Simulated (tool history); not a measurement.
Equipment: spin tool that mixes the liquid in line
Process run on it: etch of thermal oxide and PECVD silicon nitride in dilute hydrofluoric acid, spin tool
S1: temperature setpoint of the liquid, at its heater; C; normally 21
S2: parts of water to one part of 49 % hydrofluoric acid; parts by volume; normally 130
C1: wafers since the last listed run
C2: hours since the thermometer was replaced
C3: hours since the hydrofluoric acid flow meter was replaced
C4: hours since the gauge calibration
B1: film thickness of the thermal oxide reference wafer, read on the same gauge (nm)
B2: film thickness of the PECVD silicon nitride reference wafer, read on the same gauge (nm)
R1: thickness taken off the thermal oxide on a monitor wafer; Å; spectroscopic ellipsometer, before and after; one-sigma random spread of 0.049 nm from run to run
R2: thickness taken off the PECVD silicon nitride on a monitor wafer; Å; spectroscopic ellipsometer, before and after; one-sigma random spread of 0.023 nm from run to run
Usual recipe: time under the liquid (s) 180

run 1 hour=0 | S1=21 S2=160 time_under_the_liquid_(s)=260 | C1=0 C2=1026.4 C3=436.2 C4=2048.2 | B1=130.02 B2=80.027 | R1=56.7 R2=24
-- hour=14 gauge calibrated
run 2 hour=28.1 | S1=23.5 S2=110 time_under_the_liquid_(s)=180 | C1=168 C2=1054.5 C3=464.3 C4=14.1 | B1=130 B2=79.96 | R1=67.2 R2=27.99
run 3 hour=66.5 | S1=25.5 S2=105 time_under_the_liquid_(s)=180 | C1=230 C2=1092.9 C3=502.7 C4=52.5 | B1=129.99 B2=80.008 | R1=74.8 R2=33.2
run 4 hour=130.4 | S1=24.5 S2=130 time_under_the_liquid_(s)=180 | C1=383 C2=1156.8 C3=566.6 C4=116.4 | B1=129.99 B2=79.994 | R1=57.5 R2=25.61
run 5 hour=182.3 | S1=21 S2=130 time_under_the_liquid_(s)=180 | C1=311 C2=1208.7 C3=618.5 C4=168.3 | B1=130.01 B2=80.011 | R1=50.4 R2=19.87
-- hour=210.9 thermometer replaced
run 6 hour=253.2 | S1=25.5 S2=105 time_under_the_liquid_(s)=180 | C1=419 C2=42.3 C3=689.4 C4=239.2 | B1=129.99 B2=79.998 | R1=81.3 R2=37.27
run 7 hour=313 | S1=19 S2=160 time_under_the_liquid_(s)=220 | C1=359 C2=102.1 C3=749.2 C4=299 | B1=130.01 B2=80.02 | R1=47.2 R2=19.09
run 8 hour=346.1 | S1=22.5 S2=70 time_under_the_liquid_(s)=180 | C1=198 C2=135.2 C3=782.3 C4=332.1 | B1=129.98 B2=80.031 | R1=111.9 R2=44.84
-- hour=371.6 hydrofluoric acid flow meter replaced
run 9 hour=398.2 | S1=17 S2=70 time_under_the_liquid_(s)=180 | C1=306 C2=187.3 C3=26.6 C4=384.2 | B1=129.99 B2=79.999 | R1=88.8 R2=30.45
run 10 hour=453.5 | S1=21 S2=175 time_under_the_liquid_(s)=215 | C1=332 C2=242.6 C3=81.9 C4=439.5 | B1=130 B2=80.018 | R1=44.4 R2=19.9
run 11 hour=517.2 | S1=18 S2=130 time_under_the_liquid_(s)=285 | C1=382 C2=306.3 C3=145.6 C4=503.2 | B1=129.98 B2=79.998 | R1=72.8 R2=28.09
run 12 hour=576.9 | S1=21 S2=130 time_under_the_liquid_(s)=180 | C1=358 C2=366 C3=205.3 C4=562.9 | B1=130.01 B2=80.033 | R1=51.9 R2=21.69
run 13 hour=628.6 | S1=17 S2=130 time_under_the_liquid_(s)=180 | C1=310 C2=417.7 C3=257 C4=614.6 | B1=130 B2=80.01 | R1=44.4 R2=16.55
run 14 hour=697.7 | S1=21 S2=165 time_under_the_liquid_(s)=180 | C1=415 C2=486.8 C3=326.1 C4=683.7 | B1=129.98 B2=79.991 | R1=39.3 R2=16.9
run 15 hour=754.1 | S1=19.5 S2=115 time_under_the_liquid_(s)=250 | C1=338 C2=543.2 C3=382.5 C4=740.1 | B1=129.98 B2=79.984 | R1=77.3 R2=29.89
run 16 hour=807.8 | S1=25.5 S2=130 time_under_the_liquid_(s)=280 | C1=322 C2=596.9 C3=436.2 C4=793.8 | B1=130 B2=79.96 | R1=94.1 R2=44.29
run 17 hour=876.7 | S1=24.5 S2=130 time_under_the_liquid_(s)=150 | C1=413 C2=665.8 C3=505.1 C4=862.7 | B1=130.01 B2=79.986 | R1=49.5 R2=22.19
run 18 hour=905.8 | S1=21 S2=130 time_under_the_liquid_(s)=290 | C1=174 C2=694.9 C3=534.2 C4=891.8 | B1=130 B2=80.011 | R1=83.6 R2=33.98
run 19 hour=975.5 | S1=21 S2=130 time_under_the_liquid_(s)=180 | C1=418 C2=764.6 C3=603.9 C4=961.5 | B1=130.01 B2=80.012 | R1=50.6 R2=20.63
run 20 hour=1009.7 | S1=21 S2=130 time_under_the_liquid_(s)=150 | C1=205 C2=798.8 C3=638.1 C4=995.7 | B1=130 B2=80.012 | R1=42.5 R2=17.44
run 21 hour=1078.9 | S1=21 S2=130 time_under_the_liquid_(s)=180 | C1=415 C2=868 C3=707.3 C4=1064.9 | B1=130.01 B2=79.975 | R1=49.6 R2=20.6
run 22 hour=1136.4 | S1=21 S2=130 time_under_the_liquid_(s)=180 | C1=345 C2=925.5 C3=764.8 C4=1122.4 | B1=130 B2=80.017 | R1=50.5 R2=20.57
-- hour=1179.3 hydrofluoric acid flow meter replaced
run 23 hour=1202.6 | S1=18.5 S2=170 time_under_the_liquid_(s)=100 | C1=391 C2=991.7 C3=23.3 C4=1188.6 | B1=129.99 B2=80.012 | R1=18.4 R2=7.39
-- hour=1273.9 thermometer replaced
run 24 hour=1365.5 | S1=26 S2=70 time_under_the_liquid_(s)=220 | C1=972 C2=91.6 C3=186.2 C4=1351.5 | B1=130.01 B2=80.001 | R1=158.5 R2=69.54
run 25 hour=1413.8 | S1=23 S2=130 time_under_the_liquid_(s)=180 | C1=290 C2=139.9 C3=234.5 C4=1399.8 | B1=129.98 B2=80.022 | R1=57.7 R2=24.91

4 options for the next run, each taken on its own from the tool as it stands now. Forecast them:
run A hour=1414.3 | S1=19.5 S2=130 time_under_the_liquid_(s)=180 | C1=3 C2=140.4 C3=235 C4=1400.3 | B1=? B2=? | R1=? R2=?
run B hour=1414.3 | S1=18 S2=175 time_under_the_liquid_(s)=215 | C1=3 C2=140.4 C3=235 C4=1400.3 | B1=? B2=? | R1=? R2=?
run C hour=1414.3 | S1=17 S2=185 time_under_the_liquid_(s)=130 | C1=3 C2=140.4 C3=235 C4=1400.3 | B1=? B2=? | R1=? R2=?
run D hour=1414.3 | S1=21 S2=80 time_under_the_liquid_(s)=285 | C1=3 C2=140.4 C3=235 C4=1400.3 | B1=? B2=? | R1=? R2=?

run=A B1=129.98 B2=79.999 R1=49.9 R2=20.3
run=B B1=129.98 B2=79.999 R1=39.9 R2=16.43
run=C B1=129.98 B2=79.999 R1=21.7 R2=8.8
run=D B1=129.98 B2=79.999 R1=144.4 R2=57.17
What these runs would have given with no unlogged condition in the tool:
run=A R1=50.4 R2=20.62
run=B R1=40.2 R2=16.69
run=C R1=21.9 R2=8.94
run=D R1=145.8 R2=58.07

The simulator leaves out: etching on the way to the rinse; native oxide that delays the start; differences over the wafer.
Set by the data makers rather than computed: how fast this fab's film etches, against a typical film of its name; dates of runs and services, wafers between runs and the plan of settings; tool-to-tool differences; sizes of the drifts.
